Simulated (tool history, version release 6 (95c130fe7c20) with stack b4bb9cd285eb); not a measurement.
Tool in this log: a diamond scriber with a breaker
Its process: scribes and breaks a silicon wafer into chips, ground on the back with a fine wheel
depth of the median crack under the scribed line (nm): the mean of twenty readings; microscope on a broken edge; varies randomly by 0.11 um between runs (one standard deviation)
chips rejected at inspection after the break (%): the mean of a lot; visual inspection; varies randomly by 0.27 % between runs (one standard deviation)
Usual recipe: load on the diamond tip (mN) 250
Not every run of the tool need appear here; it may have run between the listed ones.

run	day	load on the diamond tip (mN)	wafers since the last listed run	hours since the diamond tip was replaced	hours since the load on the tip was calibrated	incoming depth of the damage left on the back of the incoming wafer, um	depth of the median crack under the scribed line (nm)	chips rejected at inspection after the break (%)
1	0	301	0	754	495	2.48	7730	4.82
2	1.225	301	209	783.4	524.4	2.51	7610	4.86
3	1.938	250	122	800.5	541.5	1.91	6950	3.31
4	2.521	250	99	814.5	555.5	2.1	6790	3.96
5	3.971	250	248	849.3	590.3	1.7	6860	2.77
6	4.504	250	91	862.1	603.1	2.16	6900	4.45
7	5.379	280	149	883.1	624.1	1.84	7190	2.62
8	6.046	279	114	899.1	640.1	1.95	7200	2.93
9	7.35	279	223	930.4	671.4	2.56	7200	5.37
10	8.808	279	249	965.4	706.4	2.18	7190	3.75
11	9.488	250	116	981.7	722.7	1.82	6890	3.38
12	10.525	250	177	1006.6	747.6	2.12	6790	4.16
13	11.192	250	114	1022.6	763.6	1.65	6850	2.82
# day 11.8: load on the tip recalibrated
14	13.754	250	424	1084.1	46.9	2.68	6350	8.82
# day 13.854: diamond tip replaced by a new one
15	14.971	250	194	26.8	76.1	1.98	6350	5.45
# day 17.038: load on the tip recalibrated, repeated, since the last time left the tool worse
16	19.104	288	693	126	49.6	1.83	7770	2.75
17	19.892	316	134	144.9	68.5	2.69	8230	5.04
18	20.896	206	172	169	92.6	2.71	6250	8.39
19	21.829	250	159	191.4	115	2.21	6980	3.88
20	22.562	250	125	209	132.6	2.86	7020	7

Predict the results of run 21:
21	23.4	289	143	229.1	152.7	2.42	?	?

For run 21 the tool returned depth of the median crack under the scribed line (nm) 7610, chips rejected at inspection after the break (%) 4.42.
Without the tool's hidden state the same run would have given depth of the median crack under the scribed line (nm) 7810, chips rejected at inspection after the break (%) 4.55.

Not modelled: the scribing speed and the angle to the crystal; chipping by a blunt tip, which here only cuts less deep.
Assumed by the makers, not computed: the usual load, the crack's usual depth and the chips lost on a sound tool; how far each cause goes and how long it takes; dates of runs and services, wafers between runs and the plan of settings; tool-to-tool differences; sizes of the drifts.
